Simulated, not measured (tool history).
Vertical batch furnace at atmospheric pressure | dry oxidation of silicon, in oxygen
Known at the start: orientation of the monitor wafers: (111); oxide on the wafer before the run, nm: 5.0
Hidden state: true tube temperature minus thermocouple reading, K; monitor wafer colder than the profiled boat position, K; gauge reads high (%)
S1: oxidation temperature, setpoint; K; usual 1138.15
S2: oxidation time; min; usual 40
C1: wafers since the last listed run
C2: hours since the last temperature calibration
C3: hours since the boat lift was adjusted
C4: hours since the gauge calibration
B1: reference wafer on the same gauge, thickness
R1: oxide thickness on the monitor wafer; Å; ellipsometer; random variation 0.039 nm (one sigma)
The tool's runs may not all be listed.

{"run": 1, "day": 0.0, "S1": 1138.15, "S2": 40, "C1": 0, "C2": 3829.3, "C3": 1970.8, "C4": 88.7, "B1": 17.4, "R1": 187.3}
{"run": 2, "day": 3.517, "S1": 1138.15, "S2": 40, "C1": 1180, "C2": 3913.7, "C3": 2055.2, "C4": 173.1, "B1": 17.4, "R1": 187.3}
{"run": 3, "day": 5.471, "S1": 1138.15, "S2": 40, "C1": 656, "C2": 3960.6, "C3": 2102.1, "C4": 220, "B1": 17.4, "R1": 187.9}
{"run": 4, "day": 8.35, "S1": 1138.15, "S2": 40, "C1": 966, "C2": 4029.7, "C3": 2171.2, "C4": 289.1, "B1": 17.4, "R1": 187.4}
{"run": 5, "day": 9.917, "S1": 1138.15, "S2": 40, "C1": 526, "C2": 4067.3, "C3": 2208.8, "C4": 326.7, "B1": 17.4, "R1": 188.7}
{"run": 6, "day": 12.433, "S1": 1138.15, "S2": 40, "C1": 845, "C2": 4127.7, "C3": 2269.2, "C4": 387.1, "B1": 17.39, "R1": 187.8}
{"run": 7, "day": 16.808, "S1": 1122.15, "S2": 40, "C1": 1469, "C2": 4232.7, "C3": 2374.2, "C4": 492.1, "B1": 17.39, "R1": 162.5}
{"run": 8, "day": 19.05, "S1": 1138.15, "S2": 40, "C1": 752, "C2": 4286.5, "C3": 2428, "C4": 545.9, "B1": 17.4, "R1": 187.5}
{"run": 9, "day": 20.667, "S1": 1138.15, "S2": 40, "C1": 542, "C2": 4325.3, "C3": 2466.8, "C4": 584.7, "B1": 17.41, "R1": 187.1}
{"run": 10, "day": 24.796, "S1": 1138.15, "S2": 40, "C1": 1386, "C2": 4424.4, "C3": 2565.9, "C4": 683.8, "B1": 17.4, "R1": 187.8}
{"run": 11, "day": 29.217, "S1": 1157.15, "S2": 40, "C1": 1484, "C2": 4530.5, "C3": 2672, "C4": 789.9, "B1": 17.41, "R1": 222.7}
{"run": 12, "day": 31.121, "S1": 1157.15, "S2": 40, "C1": 639, "C2": 4576.2, "C3": 2717.7, "C4": 835.6, "B1": 17.4, "R1": 222.2}
{"run": 13, "day": 33.171, "S1": 1138.15, "S2": 40, "C1": 688, "C2": 4625.4, "C3": 2766.9, "C4": 884.8, "B1": 17.4, "R1": 187.6}
{"day": 36.004, "done": "thermocouples replaced and temperature profile calibrated"}
{"run": 14, "day": 36.838, "S1": 1138.15, "S2": 25, "C1": 895, "C2": 20, "C3": 2854.9, "C4": 972.8, "B1": 17.41, "R1": 144.1}
{"day": 40.717, "done": "boat lift adjusted"}
{"run": 15, "day": 40.738, "S1": 1154.15, "S2": 40, "C1": 973, "C2": 113.6, "C3": 0.5, "C4": 1066.4, "B1": 17.39, "R1": 219.6}
{"run": 16, "day": 50.8, "S1": 1144.15, "S2": 59, "C1": 3378, "C2": 355.1, "C3": 242, "C4": 1307.9, "B1": 17.4, "R1": 253.9}
{"run": 17, "day": 54.021, "S1": 1128.15, "S2": 47, "C1": 1081, "C2": 432.4, "C3": 319.3, "C4": 1385.2, "B1": 17.4, "R1": 190.1}
{"run": 18, "day": 57.967, "S1": 1138.15, "S2": 40, "C1": 1324, "C2": 527.1, "C3": 414, "C4": 1479.9, "B1": 17.41, "R1": 189.8}
{"run": 19, "day": 61.25, "S1": 1154.15, "S2": 45.5, "C1": 1102, "C2": 605.9, "C3": 492.8, "C4": 1558.7, "B1": 17.4, "R1": 237.4}
{"day": 62.683, "done": "gauge calibrated"}
{"run": 20, "day": 63.296, "S1": 1124.15, "S2": 58, "C1": 686, "C2": 655, "C3": 541.9, "C4": 14.7, "B1": 17.4, "R1": 207.5}
{"run": 21, "day": 65.742, "S1": 1144.15, "S2": 59, "C1": 821, "C2": 713.7, "C3": 600.6, "C4": 73.4, "B1": 17.4, "R1": 252.6}
{"run": 22, "day": 67.712, "S1": 1138.15, "S2": 40, "C1": 661, "C2": 761, "C3": 647.9, "C4": 120.7, "B1": 17.4, "R1": 189.4}
{"run": 23, "day": 72.004, "S1": 1151.15, "S2": 59.5, "C1": 1441, "C2": 864, "C3": 750.9, "C4": 223.7, "B1": 17.39, "R1": 272}
{"run": 24, "day": 74.179, "S1": 1154.15, "S2": 30.5, "C1": 730, "C2": 916.2, "C3": 803.1, "C4": 275.9, "B1": 17.4, "R1": 187.2}
{"run": 25, "day": 77.125, "S1": 1153.15, "S2": 45.5, "C1": 989, "C2": 986.9, "C3": 873.8, "C4": 346.6, "B1": 17.4, "R1": 235}
{"run": 26, "day": 80.429, "S1": 1147.15, "S2": 20, "C1": 1109, "C2": 1066.2, "C3": 953.1, "C4": 425.9, "B1": 17.4, "R1": 139.1}
{"run": 27, "day": 91.971, "S1": 1126.15, "S2": 26, "C1": 3875, "C2": 1343.2, "C3": 1230.1, "C4": 702.9, "B1": 17.4, "R1": 134.6}

5 ways to go on from here, each from the tool as it stands after run 27. What would each give?
{"run": "A", "day": 92.162, "S1": 1129.15, "S2": 40, "C1": 64, "C2": 1347.8, "C3": 1234.7, "C4": 707.5, "B1": "?", "R1": "?"}
{"run": "B", "day": 92.162, "S1": 1152.15, "S2": 24, "C1": 64, "C2": 1347.8, "C3": 1234.7, "C4": 707.5, "B1": "?", "R1": "?"}
{"run": "C", "day": 92.162, "S1": 1153.15, "S2": 60, "C1": 64, "C2": 1347.8, "C3": 1234.7, "C4": 707.5, "B1": "?", "R1": "?"}
{"run": "D", "day": 92.162, "S1": 1155.15, "S2": 31.5, "C1": 64, "C2": 1347.8, "C3": 1234.7, "C4": 707.5, "B1": "?", "R1": "?"}
{"run": "E", "day": 92.162, "S1": 1152.15, "S2": 33, "C1": 64, "C2": 1347.8, "C3": 1234.7, "C4": 707.5, "B1": "?", "R1": "?"}

run=A B1=17.4 R1=174.1
run=B B1=17.4 R1=160.1
run=C B1=17.4 R1=277.6
run=D B1=17.4 R1=191.6
run=E B1=17.4 R1=191.7
Without the tool's hidden state the same runs would have given:
run=A R1=175.2
run=B R1=161.1
run=C R1=279.5
run=D R1=192.8
run=E R1=192.9
